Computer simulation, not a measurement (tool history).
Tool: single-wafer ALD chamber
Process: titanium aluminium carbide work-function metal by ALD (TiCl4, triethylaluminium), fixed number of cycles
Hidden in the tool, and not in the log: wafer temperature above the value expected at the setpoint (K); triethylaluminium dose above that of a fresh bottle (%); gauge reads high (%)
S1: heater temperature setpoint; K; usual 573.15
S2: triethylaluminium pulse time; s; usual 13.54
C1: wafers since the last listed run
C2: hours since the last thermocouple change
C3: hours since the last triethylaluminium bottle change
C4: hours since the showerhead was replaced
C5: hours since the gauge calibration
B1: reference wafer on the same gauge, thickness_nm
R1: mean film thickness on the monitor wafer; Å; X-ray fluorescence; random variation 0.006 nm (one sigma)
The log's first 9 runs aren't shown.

Run 10, hour 482.6: usual settings; C1 748; C2 2464.7; C3 1388.5; C4 555.3; C5 213.2; B1 2.289. Result: R1 20.41 Å.
Run 11, hour 511.5: usual settings but S2 15.27 s; C1 323; C2 2493.6; C3 1417.4; C4 584.2; C5 242.1; B1 2.290. Result: R1 20.59 Å.
At hour 618.9: triethylaluminium bottle replaced.
Run 12, hour 648.3: usual settings but S1 584.15 K, S2 11.34 s; C1 1441; C2 2630.4; C3 29.4; C4 721.0; C5 378.9; B1 2.288. Result: R1 21.52 Å.
Run 13, hour 778.9: usual settings but S1 566.15 K, S2 11.73 s; C1 1461; C2 2761.0; C3 160.0; C4 851.6; C5 509.5; B1 2.291. Result: R1 20.10 Å.
Run 14, hour 819.7: usual settings but S1 559.15 K; C1 456; C2 2801.8; C3 200.8; C4 892.4; C5 550.3; B1 2.289. Result: R1 19.63 Å.
At hour 854.6: thermocouple changed; heater temperature recalibrated.
Run 15, hour 874.9: usual settings but S2 10.23 s; C1 528; C2 20.3; C3 256.0; C4 947.6; C5 605.5; B1 2.291. Result: R1 20.34 Å.
Run 16, hour 917.3: usual settings but S1 586.15 K, S2 16.19 s; C1 474; C2 62.7; C3 298.4; C4 990.0; C5 647.9; B1 2.290. Result: R1 22.15 Å.
Run 17, hour 1032.5: usual settings but S1 581.15 K, S2 17.55 s; C1 1289; C2 177.9; C3 413.6; C4 1105.2; C5 763.1; B1 2.291. Result: R1 21.66 Å.
Run 18, hour 1062.1: usual settings but S2 15.38 s; C1 331; C2 207.5; C3 443.2; C4 1134.8; C5 792.7; B1 2.290. Result: R1 20.80 Å.
Run 19, hour 1089.5: usual settings; C1 306; C2 234.9; C3 470.6; C4 1162.2; C5 820.1; B1 2.290. Result: R1 20.84 Å.
Run 20, hour 1120.0: usual settings but S1 568.15 K; C1 341; C2 265.4; C3 501.1; C4 1192.7; C5 850.6; B1 2.290. Result: R1 20.32 Å.
Run 21, hour 1151.1: usual settings but S1 586.15 K, S2 16.19 s; C1 348; C2 296.5; C3 532.2; C4 1223.8; C5 881.7; B1 2.290. Result: R1 22.03 Å.
Run 22, hour 1179.7: usual settings but S1 568.15 K; C1 320; C2 325.1; C3 560.8; C4 1252.4; C5 910.3; B1 2.289. Result: R1 20.43 Å.
Run 23, hour 1219.6: usual settings but S1 564.15 K, S2 15.17 s; C1 446; C2 365.0; C3 600.7; C4 1292.3; C5 950.2; B1 2.290. Result: R1 20.07 Å.
Run 24, hour 1250.1: usual settings but S1 587.15 K, S2 12.05 s; C1 341; C2 395.5; C3 631.2; C4 1322.8; C5 980.7; B1 2.288. Result: R1 21.76 Å.
Run 25, hour 1277.6: usual settings but S1 584.15 K, S2 17.53 s; C1 307; C2 423.0; C3 658.7; C4 1350.3; C5 1008.2; B1 2.292. Result: R1 21.89 Å.
Run 26, hour 1348.8: usual settings but S1 568.15 K; C1 796; C2 494.2; C3 729.9; C4 1421.5; C5 1079.4; B1 2.291. Result: R1 20.37 Å.
Run 27, hour 1418.0: usual settings but S1 586.15 K, S2 17.93 s; C1 774; C2 563.4; C3 799.1; C4 1490.7; C5 1148.6; B1 2.289. Result: R1 22.03 Å.
Run 28, hour 1456.1: usual settings; C1 426; C2 601.5; C3 837.2; C4 1528.8; C5 1186.7; B1 2.290. Result: R1 20.68 Å.
Run 29, hour 1490.7: usual settings but S1 587.15 K, S2 11.09 s; C1 387; C2 636.1; C3 871.8; C4 1563.4; C5 1221.3; B1 2.291. Result: R1 21.55 Å.
Run 30, hour 1541.1: usual settings; C1 564; C2 686.5; C3 922.2; C4 1613.8; C5 1271.7; B1 2.288. Result: R1 20.67 Å.
Run 31, hour 1595.1: usual settings but S1 564.15 K, S2 17.51 s; C1 604; C2 740.5; C3 976.2; C4 1667.8; C5 1325.7; B1 2.289. Result: R1 20.14 Å.
Run 32, hour 1654.3: usual settings; C1 662; C2 799.7; C3 1035.4; C4 1727.0; C5 1384.9; B1 2.290. Result: R1 20.69 Å.

5 ways to go on from here, each from the tool as it stands after run 32. What would each give?
Run A, hour 1654.7: usual settings but S1 566.15 K; C1 4; C2 800.1; C3 1035.8; C4 1727.4; C5 1385.3; B1 ?. Result: R1 ?.
Run B, hour 1654.7: usual settings but S1 562.15 K, S2 12.02 s; C1 4; C2 800.1; C3 1035.8; C4 1727.4; C5 1385.3; B1 ?. Result: R1 ?.
Run C, hour 1654.7: usual settings but S1 588.15 K, S2 18.88 s; C1 4; C2 800.1; C3 1035.8; C4 1727.4; C5 1385.3; B1 ?. Result: R1 ?.
Run D, hour 1654.7: usual settings but S1 582.15 K, S2 10.05 s; C1 4; C2 800.1; C3 1035.8; C4 1727.4; C5 1385.3; B1 ?. Result: R1 ?.
Run E, hour 1654.7: usual settings but S1 562.15 K, S2 16.16 s; C1 4; C2 800.1; C3 1035.8; C4 1727.4; C5 1385.3; B1 ?. Result: R1 ?.

run     B1     R1
  A  2.289  20.05
  B  2.289  19.55
  C  2.289  22.18
  D  2.289  20.82
  E  2.289  19.90
Without the tool's hidden state the same runs would have given:
run     R1
  A  20.25
  B  19.82
  C  22.26
  D  21.24
  E  20.02
